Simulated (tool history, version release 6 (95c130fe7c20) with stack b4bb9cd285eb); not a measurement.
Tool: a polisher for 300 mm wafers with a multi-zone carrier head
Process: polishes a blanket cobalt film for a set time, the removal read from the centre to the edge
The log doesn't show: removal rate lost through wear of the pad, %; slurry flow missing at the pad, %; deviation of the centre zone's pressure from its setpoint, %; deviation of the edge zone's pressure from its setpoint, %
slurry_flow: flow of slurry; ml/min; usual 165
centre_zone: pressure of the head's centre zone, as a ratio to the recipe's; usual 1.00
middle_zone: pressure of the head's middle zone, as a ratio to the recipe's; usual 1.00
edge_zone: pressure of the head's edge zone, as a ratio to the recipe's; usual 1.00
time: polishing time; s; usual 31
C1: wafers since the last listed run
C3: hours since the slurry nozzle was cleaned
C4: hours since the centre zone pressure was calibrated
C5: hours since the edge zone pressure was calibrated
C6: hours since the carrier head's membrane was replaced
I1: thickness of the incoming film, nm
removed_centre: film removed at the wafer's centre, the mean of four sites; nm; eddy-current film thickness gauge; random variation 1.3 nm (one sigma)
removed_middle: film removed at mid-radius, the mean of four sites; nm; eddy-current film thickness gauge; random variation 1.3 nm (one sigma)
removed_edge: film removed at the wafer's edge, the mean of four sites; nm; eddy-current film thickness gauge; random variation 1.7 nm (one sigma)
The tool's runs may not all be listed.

Run 1, day 0.000: usual settings but centre_zone 0.92; C1 0; wafers polished on this pad 6298; C3 498.5; C4 1105.9; C5 704.7; C6 700.8; I1 984.8. Result: removed_centre 118.3 nm, removed_middle 135.4 nm, removed_edge 131.2 nm.
At day 1.121: edge zone pressure recalibrated.
At day 2.700: carrier head's membrane replaced by a new one.
Run 2, day 2.896: usual settings but centre_zone 0.92; C1 746; wafers polished on this pad 7045; C3 568.0; C4 1175.4; C5 42.6; C6 4.7; I1 985.1. Result: removed_centre 118.3 nm, removed_middle 131.8 nm, removed_edge 127.9 nm.
Run 3, day 4.700: usual settings; C1 517; wafers polished on this pad 7562; C3 611.3; C4 1218.7; C5 85.9; C6 48.0; I1 980.1. Result: removed_centre 128.7 nm, removed_middle 133.8 nm, removed_edge 129.8 nm.
At day 6.108: worn pad replaced by a new one.
At day 6.271: centre zone pressure recalibrated.
Run 4, day 7.158: usual settings but middle_zone 1.10; C1 633; wafers polished on this pad 277; C3 670.3; C4 21.3; C5 144.9; C6 107.0; I1 978.8. Result: removed_centre 138.1 nm, removed_middle 144.8 nm, removed_edge 130.2 nm.
At day 10.858: slurry nozzle cleaned.
Run 5, day 14.254: usual settings; C1 2022; wafers polished on this pad 2299; C3 81.5; C4 191.6; C5 315.2; C6 277.3; I1 973.1. Result: removed_centre 136.8 nm, removed_middle 132.0 nm, removed_edge 130.1 nm.
Run 6, day 16.658: usual settings but time 27 s; C1 689; wafers polished on this pad 2988; C3 139.2; C4 249.3; C5 372.9; C6 335.0; I1 956.9. Result: removed_centre 119.8 nm, removed_middle 116.8 nm, removed_edge 114.2 nm.
Run 7, day 20.446: usual settings but middle_zone 1.10, time 36 s; C1 1085; wafers polished on this pad 4074; C3 230.1; C4 340.2; C5 463.8; C6 425.9; I1 989.6. Result: removed_centre 159.9 nm, removed_middle 167.7 nm, removed_edge 151.4 nm.
Run 8, day 22.075: usual settings; C1 467; wafers polished on this pad 4541; C3 269.2; C4 379.3; C5 502.9; C6 465.0; I1 985.4. Result: removed_centre 137.1 nm, removed_middle 134.6 nm, removed_edge 129.7 nm.
Run 9, day 25.492: usual settings but slurry_flow 135 ml/min, edge_zone 0.93; C1 979; wafers polished on this pad 5520; C3 351.2; C4 461.3; C5 584.9; C6 547.0; I1 975.0. Result: removed_centre 134.1 nm, removed_middle 129.5 nm, removed_edge 124.6 nm.
Run 10, day 27.475: usual settings; C1 568; wafers polished on this pad 6089; C3 398.8; C4 508.9; C5 632.5; C6 594.6; I1 974.7. Result: removed_centre 139.0 nm, removed_middle 134.0 nm, removed_edge 131.4 nm.
Run 11, day 30.338: usual settings; C1 820; wafers polished on this pad 6910; C3 467.5; C4 577.6; C5 701.2; C6 663.3; I1 1000.8. Result: removed_centre 137.7 nm, removed_middle 134.5 nm, removed_edge 129.4 nm.
At day 31.554: edge zone pressure recalibrated.
At day 32.275: worn pad replaced by a new one.
Run 12, day 34.008: usual settings but middle_zone 1.11; C1 980; wafers polished on this pad 497; C3 555.6; C4 665.7; C5 58.9; C6 751.4; I1 978.2. Result: removed_centre 135.3 nm, removed_middle 147.7 nm, removed_edge 130.8 nm.
Run 13, day 37.346: usual settings; C1 956; wafers polished on this pad 1454; C3 635.7; C4 745.8; C5 139.0; C6 831.5; I1 992.6. Result: removed_centre 133.9 nm, removed_middle 133.9 nm, removed_edge 128.2 nm.
At day 37.812: slurry nozzle cleaned.
Run 14, day 39.592: usual settings but centre_zone 0.88, middle_zone 1.07; C1 631; wafers polished on this pad 2085; C3 42.7; C4 799.7; C5 192.9; C6 885.4; I1 982.1. Result: removed_centre 118.4 nm, removed_middle 138.9 nm, removed_edge 131.8 nm.
Run 15, day 41.133: usual settings; C1 441; wafers polished on this pad 2527; C3 79.7; C4 836.7; C5 229.9; C6 922.4; I1 986.2. Result: removed_centre 134.6 nm, removed_middle 134.4 nm, removed_edge 127.6 nm.
At day 41.596: carrier head's membrane replaced by a new one.
Run 16, day 42.750: usual settings but centre_zone 0.92; C1 403; wafers polished on this pad 2931; C3 118.5; C4 875.5; C5 268.7; C6 27.7; I1 1001.9. Result: removed_centre 124.4 nm, removed_middle 133.7 nm, removed_edge 128.0 nm.
Run 17, day 44.521: usual settings but centre_zone 1.12, time 25 s; C1 507; wafers polished on this pad 3439; C3 161.0; C4 918.0; C5 311.2; C6 70.2; I1 965.0. Result: removed_centre 120.3 nm, removed_middle 108.2 nm, removed_edge 103.4 nm.
Run 18, day 47.421: usual settings; C1 831; wafers polished on this pad 4270; C3 230.6; C4 987.6; C5 380.8; C6 139.8; I1 990.9. Result: removed_centre 132.7 nm, removed_middle 134.2 nm, removed_edge 130.6 nm.
At day 50.717: centre zone pressure recalibrated.
Run 19, day 51.638: usual settings but middle_zone 1.04, edge_zone 0.95; C1 1184; wafers polished on this pad 5455; C3 331.8; C4 22.1; C5 482.0; C6 241.0; I1 976.2. Result: removed_centre 138.1 nm, removed_middle 136.8 nm, removed_edge 127.4 nm.
Run 20, day 54.025: usual settings but slurry_flow 180 ml/min, middle_zone 0.90, edge_zone 0.95; C1 684; wafers polished on this pad 6139; C3 389.1; C4 79.4; C5 539.3; C6 298.3; I1 987.3. Result: removed_centre 140.9 nm, removed_middle 124.5 nm, removed_edge 131.8 nm.
Run 21, day 56.658: usual settings but edge_zone 0.94, time 26 s; C1 754; wafers polished on this pad 6894; C3 452.3; C4 142.6; C5 602.5; C6 361.5; I1 980.0. Result: removed_centre 118.2 nm, removed_middle 111.3 nm, removed_edge 106.4 nm.
At day 57.300: worn pad replaced by a new one.
Run 22, day 60.650: usual settings but centre_zone 1.06, edge_zone 0.93, time 24 s; C1 1096; wafers polished on this pad 960; C3 548.1; C4 238.4; C5 698.3; C6 457.3; I1 989.4. Result: removed_centre 112.1 nm, removed_middle 103.0 nm, removed_edge 97.0 nm.
At day 60.912: edge zone pressure recalibrated.
Run 23, day 64.067: usual settings but middle_zone 1.05; C1 955; wafers polished on this pad 1916; C3 630.1; C4 320.4; C5 75.7; C6 539.3; I1 975.2. Result: removed_centre 137.7 nm, removed_middle 139.6 nm, removed_edge 131.6 nm.

3 ways to go on from here, each from the tool as it stands after run 23. What would each give?
Run A, day 64.083: usual settings but middle_zone 0.96; C1 4; wafers polished on this pad 1921; C3 630.5; C4 320.8; C5 76.1; C6 539.7; I1 978.5. Result: removed_centre ?, removed_middle ?, removed_edge ?.
Run B, day 64.083: usual settings but centre_zone 0.88, edge_zone 0.89; C1 4; wafers polished on this pad 1921; C3 630.5; C4 320.8; C5 76.1; C6 539.7; I1 978.5. Result: removed_centre ?, removed_middle ?, removed_edge ?.
Run C, day 64.083: usual settings but centre_zone 1.09, time 24 s; C1 4; wafers polished on this pad 1921; C3 630.5; C4 320.8; C5 76.1; C6 539.7; I1 978.5. Result: removed_centre ?, removed_middle ?, removed_edge ?.

run  removed_centre  removed_middle  removed_edge
  A           141.0           130.5         132.7
  B           124.0           135.2         126.6
  C           119.1           104.5         102.7
Without the tool's hidden state the same runs would have given:
run  removed_centre  removed_middle  removed_edge
  A           140.5           130.5         132.7
  B           123.6           135.2         126.6
  C           118.7           104.5         102.7
